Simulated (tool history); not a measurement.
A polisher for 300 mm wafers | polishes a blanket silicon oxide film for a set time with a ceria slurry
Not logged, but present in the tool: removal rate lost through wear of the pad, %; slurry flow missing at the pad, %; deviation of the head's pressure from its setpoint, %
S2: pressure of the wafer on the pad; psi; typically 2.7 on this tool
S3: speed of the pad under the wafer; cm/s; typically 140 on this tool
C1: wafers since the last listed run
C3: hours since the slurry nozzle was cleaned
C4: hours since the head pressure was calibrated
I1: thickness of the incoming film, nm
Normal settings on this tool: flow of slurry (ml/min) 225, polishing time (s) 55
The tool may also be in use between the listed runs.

{"run": 1, "hour": 0.0, "flow of slurry (ml/min)": 225, "S2": 2.7, "S3": 140, "polishing time (s)": 65, "C1": 0, "wafers polished on this pad": 1633, "C3": 227.6, "C4": 14.4, "I1": 1433.0, "film removed (Å)": 3631}
{"run": 2, "hour": 27.0, "flow of slurry (ml/min)": 225, "S2": 2.7, "S3": 140, "polishing time (s)": 65, "C1": 141, "wafers polished on this pad": 1774, "C3": 254.6, "C4": 41.4, "I1": 1408.7, "film removed (Å)": 3509}
{"run": 3, "hour": 58.3, "flow of slurry (ml/min)": 190, "S2": 2.7, "S3": 140, "polishing time (s)": 55, "C1": 164, "wafers polished on this pad": 1938, "C3": 285.9, "C4": 72.7, "I1": 1448.0, "film removed (Å)": 2878}
{"hour": 90.6, "done": "worn pad replaced by a new one"}
{"hour": 111.1, "done": "slurry nozzle cleaned"}
{"run": 4, "hour": 111.6, "flow of slurry (ml/min)": 190, "S2": 2.7, "S3": 140, "polishing time (s)": 55, "C1": 253, "wafers polished on this pad": 104, "C3": 0.5, "C4": 126.0, "I1": 1407.7, "film removed (Å)": 3117}
{"run": 5, "hour": 137.1, "flow of slurry (ml/min)": 225, "S2": 2.7, "S3": 140, "polishing time (s)": 55, "C1": 133, "wafers polished on this pad": 238, "C3": 26.0, "C4": 151.5, "I1": 1432.5, "film removed (Å)": 3151}
{"run": 6, "hour": 166.2, "flow of slurry (ml/min)": 225, "S2": 2.7, "S3": 140, "polishing time (s)": 55, "C1": 152, "wafers polished on this pad": 391, "C3": 55.1, "C4": 180.6, "I1": 1439.4, "film removed (Å)": 3194}
{"run": 7, "hour": 200.7, "flow of slurry (ml/min)": 225, "S2": 2.7, "S3": 140, "polishing time (s)": 55, "C1": 180, "wafers polished on this pad": 572, "C3": 89.6, "C4": 215.1, "I1": 1428.4, "film removed (Å)": 3185}
{"run": 8, "hour": 271.4, "flow of slurry (ml/min)": 265, "S2": 2.7, "S3": 140, "polishing time (s)": 55, "C1": 370, "wafers polished on this pad": 942, "C3": 160.3, "C4": 285.8, "I1": 1419.8, "film removed (Å)": 3217}
{"run": 9, "hour": 310.5, "flow of slurry (ml/min)": 265, "S2": 2.7, "S3": 140, "polishing time (s)": 55, "C1": 205, "wafers polished on this pad": 1147, "C3": 199.4, "C4": 324.9, "I1": 1420.5, "film removed (Å)": 3089}
{"run": 10, "hour": 338.6, "flow of slurry (ml/min)": 265, "S2": 2.7, "S3": 140, "polishing time (s)": 55, "C1": 147, "wafers polished on this pad": 1295, "C3": 227.5, "C4": 353.0, "I1": 1443.2, "film removed (Å)": 3117}
{"run": 11, "hour": 369.0, "flow of slurry (ml/min)": 225, "S2": 2.7, "S3": 140, "polishing time (s)": 55, "C1": 159, "wafers polished on this pad": 1454, "C3": 257.9, "C4": 383.4, "I1": 1436.0, "film removed (Å)": 3069}
{"run": 12, "hour": 395.5, "flow of slurry (ml/min)": 225, "S2": 2.7, "S3": 140, "polishing time (s)": 55, "C1": 138, "wafers polished on this pad": 1593, "C3": 284.4, "C4": 409.9, "I1": 1450.7, "film removed (Å)": 2969}
{"run": 13, "hour": 466.0, "flow of slurry (ml/min)": 225, "S2": 2.0, "S3": 140, "polishing time (s)": 55, "C1": 369, "wafers polished on this pad": 1963, "C3": 354.9, "C4": 480.4, "I1": 1448.5, "film removed (Å)": 2347}
{"hour": 487.4, "done": "worn pad replaced by a new one"}
{"hour": 517.7, "done": "slurry nozzle cleaned"}
{"run": 14, "hour": 523.9, "flow of slurry (ml/min)": 225, "S2": 2.0, "S3": 140, "polishing time (s)": 55, "C1": 277, "wafers polished on this pad": 186, "C3": 6.2, "C4": 538.3, "I1": 1411.0, "film removed (Å)": 2562}
{"run": 15, "hour": 586.7, "flow of slurry (ml/min)": 225, "S2": 3.0, "S3": 140, "polishing time (s)": 55, "C1": 329, "wafers polished on this pad": 515, "C3": 69.0, "C4": 601.1, "I1": 1443.0, "film removed (Å)": 3434}
{"run": 16, "hour": 637.5, "flow of slurry (ml/min)": 225, "S2": 3.0, "S3": 140, "polishing time (s)": 55, "C1": 266, "wafers polished on this pad": 781, "C3": 119.8, "C4": 651.9, "I1": 1441.6, "film removed (Å)": 3389}
{"run": 17, "hour": 680.1, "flow of slurry (ml/min)": 225, "S2": 3.4, "S3": 140, "polishing time (s)": 55, "C1": 223, "wafers polished on this pad": 1005, "C3": 162.4, "C4": 694.5, "I1": 1429.9, "film removed (Å)": 3637}
{"run": 18, "hour": 747.9, "flow of slurry (ml/min)": 225, "S2": 2.7, "S3": 140, "polishing time (s)": 61, "C1": 355, "wafers polished on this pad": 1360, "C3": 230.2, "C4": 762.3, "I1": 1448.0, "film removed (Å)": 3336}
{"run": 19, "hour": 780.1, "flow of slurry (ml/min)": 200, "S2": 2.7, "S3": 92, "polishing time (s)": 47, "C1": 168, "wafers polished on this pad": 1529, "C3": 262.4, "C4": 794.5, "I1": 1432.7, "film removed (Å)": 1649}
{"hour": 808.7, "done": "worn pad replaced by a new one"}
{"run": 20, "hour": 833.8, "flow of slurry (ml/min)": 165, "S2": 2.7, "S3": 140, "polishing time (s)": 43, "C1": 260, "wafers polished on this pad": 131, "C3": 316.1, "C4": 848.2, "I1": 1418.9, "film removed (Å)": 2108}
{"run": 21, "hour": 868.7, "flow of slurry (ml/min)": 225, "S2": 2.7, "S3": 140, "polishing time (s)": 50, "C1": 183, "wafers polished on this pad": 314, "C3": 351.0, "C4": 883.1, "I1": 1448.1, "film removed (Å)": 2570}
{"hour": 924.1, "done": "slurry nozzle cleaned"}
{"run": 22, "hour": 926.4, "flow of slurry (ml/min)": 225, "S2": 2.7, "S3": 140, "polishing time (s)": 68, "C1": 297, "wafers polished on this pad": 611, "C3": 2.3, "C4": 940.8, "I1": 1402.7, "film removed (Å)": 3896}
{"hour": 932.0, "done": "head pressure recalibrated"}
{"run": 23, "hour": 994.3, "flow of slurry (ml/min)": 225, "S2": 2.7, "S3": 140, "polishing time (s)": 55, "C1": 345, "wafers polished on this pad": 957, "C3": 70.2, "C4": 62.3, "I1": 1433.5, "film removed (Å)": 3110}
{"run": 24, "hour": 1022.7, "flow of slurry (ml/min)": 225, "S2": 2.7, "S3": 120, "polishing time (s)": 69, "C1": 148, "wafers polished on this pad": 1106, "C3": 98.6, "C4": 90.7, "I1": 1428.7, "film removed (Å)": 3447}
{"run": 25, "hour": 1061.9, "flow of slurry (ml/min)": 190, "S2": 2.7, "S3": 140, "polishing time (s)": 55, "C1": 205, "wafers polished on this pad": 1311, "C3": 137.8, "C4": 129.9, "I1": 1425.3, "film removed (Å)": 3015}
{"run": 26, "hour": 1116.9, "flow of slurry (ml/min)": 150, "S2": 2.7, "S3": 140, "polishing time (s)": 55, "C1": 288, "wafers polished on this pad": 1600, "C3": 192.8, "C4": 184.9, "I1": 1418.0, "film removed (Å)": 2858}
{"hour": 1227.5, "done": "worn pad replaced by a new one"}
{"run": 27, "hour": 1233.3, "flow of slurry (ml/min)": 190, "S2": 2.1, "S3": 140, "polishing time (s)": 55, "C1": 589, "wafers polished on this pad": 30, "C3": 309.2, "C4": 301.3, "I1": 1433.5, "film removed (Å)": 2404}
{"run": 28, "hour": 1281.3, "flow of slurry (ml/min)": 225, "S2": 2.7, "S3": 94, "polishing time (s)": 55, "C1": 251, "wafers polished on this pad": 282, "C3": 357.2, "C4": 349.3, "I1": 1399.5, "film removed (Å)": 1976}
{"hour": 1305.6, "done": "slurry nozzle cleaned"}
{"run": 29, "hour": 1346.6, "flow of slurry (ml/min)": 185, "S2": 3.1, "S3": 174, "polishing time (s)": 55, "C1": 337, "wafers polished on this pad": 619, "C3": 41.0, "C4": 414.6, "I1": 1446.9, "film removed (Å)": 4279}
{"run": 30, "hour": 1417.6, "flow of slurry (ml/min)": 225, "S2": 3.0, "S3": 140, "polishing time (s)": 55, "C1": 372, "wafers polished on this pad": 991, "C3": 112.0, "C4": 485.6, "I1": 1435.4, "film removed (Å)": 3377}
{"run": 31, "hour": 1465.2, "flow of slurry (ml/min)": 225, "S2": 2.7, "S3": 174, "polishing time (s)": 73, "C1": 249, "wafers polished on this pad": 1241, "C3": 159.6, "C4": 533.2, "I1": 1440.3, "film removed (Å)": 5239}
{"run": 32, "hour": 1499.9, "flow of slurry (ml/min)": 175, "S2": 1.8, "S3": 180, "polishing time (s)": 70, "C1": 181, "wafers polished on this pad": 1423, "C3": 194.3, "C4": 567.9, "I1": 1420.5, "film removed (Å)": 3577}
{"run": 33, "hour": 1561.0, "flow of slurry (ml/min)": 225, "S2": 3.0, "S3": 140, "polishing time (s)": 55, "C1": 320, "wafers polished on this pad": 1743, "C3": 255.4, "C4": 629.0, "I1": 1442.9, "film removed (Å)": 3279}
{"hour": 1601.9, "done": "worn pad replaced by a new one"}
{"run": 34, "hour": 1617.2, "flow of slurry (ml/min)": 225, "S2": 2.7, "S3": 140, "polishing time (s)": 55, "C1": 273, "wafers polished on this pad": 80, "C3": 311.6, "C4": 685.2, "I1": 1415.5, "film removed (Å)": 2928}
{"run": 35, "hour": 1646.5, "flow of slurry (ml/min)": 225, "S2": 3.1, "S3": 114, "polishing time (s)": 49, "C1": 153, "wafers polished on this pad": 234, "C3": 340.9, "C4": 714.5, "I1": 1426.5, "film removed (Å)": 2379}
{"run": 36, "hour": 1697.6, "flow of slurry (ml/min)": 190, "S2": 3.0, "S3": 164, "polishing time (s)": 37, "C1": 267, "wafers polished on this pad": 502, "C3": 392.0, "C4": 765.6, "I1": 1449.4, "film removed (Å)": 2298}

Alternative continuations, all from the tool just after run 36; predict every row:
{"run": "A", "hour": 1698.0, "flow of slurry (ml/min)": 225, "S2": 2.7, "S3": 140, "polishing time (s)": 55, "C1": 2, "wafers polished on this pad": 504, "C3": 392.4, "C4": 766.0, "I1": 1445.7, "film removed (Å)": "?"}
{"run": "B", "hour": 1698.0, "flow of slurry (ml/min)": 225, "S2": 2.7, "S3": 140, "polishing time (s)": 48, "C1": 2, "wafers polished on this pad": 504, "C3": 392.4, "C4": 766.0, "I1": 1445.7, "film removed (Å)": "?"}
{"run": "C", "hour": 1698.0, "flow of slurry (ml/min)": 190, "S2": 2.7, "S3": 160, "polishing time (s)": 63, "C1": 2, "wafers polished on this pad": 504, "C3": 392.4, "C4": 766.0, "I1": 1445.7, "film removed (Å)": "?"}
{"run": "D", "hour": 1698.0, "flow of slurry (ml/min)": 225, "S2": 3.4, "S3": 174, "polishing time (s)": 46, "C1": 2, "wafers polished on this pad": 504, "C3": 392.4, "C4": 766.0, "I1": 1445.7, "film removed (Å)": "?"}
{"run": "E", "hour": 1698.0, "flow of slurry (ml/min)": 260, "S2": 2.7, "S3": 140, "polishing time (s)": 55, "C1": 2, "wafers polished on this pad": 504, "C3": 392.4, "C4": 766.0, "I1": 1445.7, "film removed (Å)": "?"}

run=A film_removed_(Å)=2859
run=B film_removed_(Å)=2495
run=C film_removed_(Å)=3579
run=D film_removed_(Å)=3555
run=E film_removed_(Å)=2953
What these runs would have given with no unlogged condition in the tool:
run=A film_removed_(Å)=3218
run=B film_removed_(Å)=2809
run=C film_removed_(Å)=4116
run=D film_removed_(Å)=4002
run=E film_removed_(Å)=3273
